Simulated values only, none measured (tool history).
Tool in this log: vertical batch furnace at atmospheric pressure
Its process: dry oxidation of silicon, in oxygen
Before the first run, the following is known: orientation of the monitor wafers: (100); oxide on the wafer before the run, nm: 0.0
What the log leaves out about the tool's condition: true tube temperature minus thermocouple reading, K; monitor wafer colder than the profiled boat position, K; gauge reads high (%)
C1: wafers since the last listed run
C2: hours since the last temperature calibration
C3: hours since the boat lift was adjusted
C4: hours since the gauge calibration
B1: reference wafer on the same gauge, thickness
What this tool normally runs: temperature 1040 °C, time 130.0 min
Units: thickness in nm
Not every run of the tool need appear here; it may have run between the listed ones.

{"run": 1, "hour": 0.0, "temperature": 1040, "time": 130.0, "C1": 0, "C2": 3184.0, "C3": 2178.5, "C4": 89.4, "B1": 119.0, "thickness": 113.82}
{"run": 2, "hour": 29.3, "temperature": 1040, "time": 130.0, "C1": 270, "C2": 3213.3, "C3": 2207.8, "C4": 118.7, "B1": 119.04, "thickness": 113.83}
{"run": 3, "hour": 61.3, "temperature": 1032, "time": 130.0, "C1": 295, "C2": 3245.3, "C3": 2239.8, "C4": 150.7, "B1": 119.01, "thickness": 106.42}
{"run": 4, "hour": 75.5, "temperature": 1032, "time": 130.0, "C1": 130, "C2": 3259.5, "C3": 2254.0, "C4": 164.9, "B1": 119.02, "thickness": 106.39}
{"run": 5, "hour": 94.2, "temperature": 1032, "time": 130.0, "C1": 172, "C2": 3278.2, "C3": 2272.7, "C4": 183.6, "B1": 119.02, "thickness": 106.46}
{"run": 6, "hour": 116.1, "temperature": 1040, "time": 130.0, "C1": 201, "C2": 3300.1, "C3": 2294.6, "C4": 205.5, "B1": 118.97, "thickness": 113.96}
{"run": 7, "hour": 137.3, "temperature": 1040, "time": 130.0, "C1": 195, "C2": 3321.3, "C3": 2315.8, "C4": 226.7, "B1": 119.01, "thickness": 113.54}
{"run": 8, "hour": 160.5, "temperature": 1040, "time": 130.0, "C1": 213, "C2": 3344.5, "C3": 2339.0, "C4": 249.9, "B1": 119.0, "thickness": 113.56}
{"run": 9, "hour": 173.5, "temperature": 1040, "time": 157.5, "C1": 119, "C2": 3357.5, "C3": 2352.0, "C4": 262.9, "B1": 119.03, "thickness": 128.76}
{"run": 10, "hour": 195.2, "temperature": 1040, "time": 130.0, "C1": 200, "C2": 3379.2, "C3": 2373.7, "C4": 284.6, "B1": 118.99, "thickness": 113.76}
{"run": 11, "hour": 225.9, "temperature": 1040, "time": 108.5, "C1": 283, "C2": 3409.9, "C3": 2404.4, "C4": 315.3, "B1": 119.01, "thickness": 101.07}
{"run": 12, "hour": 254.6, "temperature": 1040, "time": 108.5, "C1": 264, "C2": 3438.6, "C3": 2433.1, "C4": 344.0, "B1": 118.96, "thickness": 101.08}
{"run": 13, "hour": 275.0, "temperature": 1026, "time": 179.0, "C1": 188, "C2": 3459.0, "C3": 2453.5, "C4": 364.4, "B1": 119.02, "thickness": 125.02}
{"hour": 297.2, "done": "gauge calibrated"}
{"hour": 302.4, "done": "thermocouples replaced and temperature profile calibrated"}
{"run": 14, "hour": 304.8, "temperature": 1030, "time": 167.0, "C1": 53, "C2": 2.4, "C3": 2483.3, "C4": 7.6, "B1": 119.01, "thickness": 117.82}
{"run": 15, "hour": 336.6, "temperature": 1015, "time": 82.0, "C1": 293, "C2": 34.2, "C3": 2515.1, "C4": 39.4, "B1": 119.05, "thickness": 63.9}
{"run": 16, "hour": 363.0, "temperature": 1026, "time": 172.5, "C1": 243, "C2": 60.6, "C3": 2541.5, "C4": 65.8, "B1": 118.99, "thickness": 116.78}
{"run": 17, "hour": 387.1, "temperature": 1040, "time": 130.0, "C1": 222, "C2": 84.7, "C3": 2565.6, "C4": 89.9, "B1": 119.01, "thickness": 108.79}
{"hour": 420.9, "done": "boat lift adjusted"}
{"run": 18, "hour": 421.4, "temperature": 1029, "time": 160.5, "C1": 94, "C2": 119.0, "C3": 0.5, "C4": 124.2, "B1": 119.05, "thickness": 114.08}
{"run": 19, "hour": 440.1, "temperature": 1051, "time": 185.0, "C1": 172, "C2": 137.7, "C3": 19.2, "C4": 142.9, "B1": 118.97, "thickness": 149.04}
{"run": 20, "hour": 453.9, "temperature": 1059, "time": 130.0, "C1": 127, "C2": 151.5, "C3": 33.0, "C4": 156.7, "B1": 118.98, "thickness": 126.26}
{"run": 21, "hour": 466.8, "temperature": 1015, "time": 82.0, "C1": 118, "C2": 164.4, "C3": 45.9, "C4": 169.6, "B1": 119.02, "thickness": 64.29}
{"run": 22, "hour": 489.1, "temperature": 1040, "time": 130.0, "C1": 205, "C2": 186.7, "C3": 68.2, "C4": 191.9, "B1": 119.03, "thickness": 109.04}
{"run": 23, "hour": 517.9, "temperature": 1020, "time": 84.0, "C1": 265, "C2": 215.5, "C3": 97.0, "C4": 220.7, "B1": 118.99, "thickness": 68.67}

Run 24 comes next. What will it give?
{"run": 24, "hour": 539.0, "temperature": 1056, "time": 168.0, "C1": 194, "C2": 236.6, "C3": 118.1, "C4": 241.8, "B1": "?", "thickness": "?"}

Run 24 came out at B1 119.00, thickness 146.02 nm.
With the hidden condition absent and the run-to-run variation left alone, this run would have shown thickness 144.64 nm.
